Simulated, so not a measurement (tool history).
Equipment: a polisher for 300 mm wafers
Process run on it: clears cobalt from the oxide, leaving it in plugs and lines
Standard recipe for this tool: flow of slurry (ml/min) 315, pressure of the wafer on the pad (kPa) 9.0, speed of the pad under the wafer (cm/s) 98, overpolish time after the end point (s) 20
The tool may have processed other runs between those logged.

| run | hour | flow of slurry (ml/min) | pressure of the wafer on the pad (kPa) | speed of the pad under the wafer (cm/s) | overpolish time after the end point (s) | incoming thickness of the incoming film, nm | time until the end point was called (s) | dishing of a wide line in a test structure (angstrom) |
|---|---|---|---|---|---|---|---|---|
| 1 | 0.0 | 315 | 9.0 | 98 | 20 | 296.9 | 111.0 | 402 |
|  | 6.6 | worn pad replaced by a new one |
| 2 | 45.3 | 315 | 9.0 | 98 | 20 | 297.9 | 101.7 | 408 |
| 3 | 52.1 | 315 | 9.0 | 98 | 20 | 299.8 | 107.0 | 410 |
| 4 | 59.6 | 315 | 9.0 | 98 | 20 | 301.4 | 110.3 | 404 |
| 5 | 68.3 | 315 | 9.0 | 98 | 20 | 293.4 | 105.0 | 413 |
| 6 | 78.9 | 315 | 9.7 | 98 | 20 | 296.2 | 103.6 | 417 |
| 7 | 88.7 | 315 | 9.0 | 76 | 20 | 296.7 | 131.9 | 364 |
| 8 | 104.4 | 315 | 9.0 | 76 | 20 | 298.0 | 135.7 | 355 |
| 9 | 120.4 | 315 | 9.0 | 76 | 20 | 299.6 | 131.1 | 344 |
| 10 | 127.2 | 315 | 9.0 | 98 | 20 | 300.5 | 109.5 | 413 |
| 11 | 141.4 | 240 | 9.0 | 118 | 27 | 298.6 | 97.4 | 491 |
|  | 145.3 | head pressure recalibrated |
|  | 174.1 | slurry nozzle cleaned |
| 12 | 183.6 | 315 | 9.0 | 124 | 27 | 305.0 | 92.7 | 515 |
|  | 190.0 | worn pad replaced by a new one |
| 13 | 193.9 | 235 | 11.0 | 80 | 29 | 300.0 | 110.2 | 479 |
| 14 | 210.6 | 315 | 12.4 | 128 | 20 | 303.1 | 69.6 | 513 |
| 15 | 218.8 | 315 | 9.0 | 98 | 20 | 303.6 | 105.9 | 410 |
| 16 | 227.4 | 240 | 9.0 | 118 | 27 | 295.6 | 92.9 | 499 |
| 17 | 234.4 | 315 | 9.0 | 98 | 27 | 303.4 | 110.1 | 470 |
| 18 | 249.9 | 345 | 9.0 | 128 | 20 | 300.1 | 86.8 | 469 |

Each row is a separate what-if for the run after 18, all from the same tool condition, not one after another. Results?
| A | 250.4 | 315 | 6.9 | 98 | 20 | 304.4 | ? | ? |
| B | 250.4 | 210 | 11.7 | 98 | 20 | 304.4 | ? | ? |
| C | 250.4 | 350 | 5.5 | 116 | 15 | 304.4 | ? | ? |

| run | time until the end point was called (s) | dishing of a wide line in a test structure (angstrom) |
|---|---|---|
| A | 128.3 | 355 |
| B | 98.0 | 415 |
| C | 124.1 | 298 |
Had the tool no hidden state, the same runs would have come out as:
| run | time until the end point was called (s) | dishing of a wide line in a test structure (angstrom) |
|---|---|---|
| A | 121.7 | 367 |
| B | 93.0 | 427 |
| C | 117.8 | 310 |
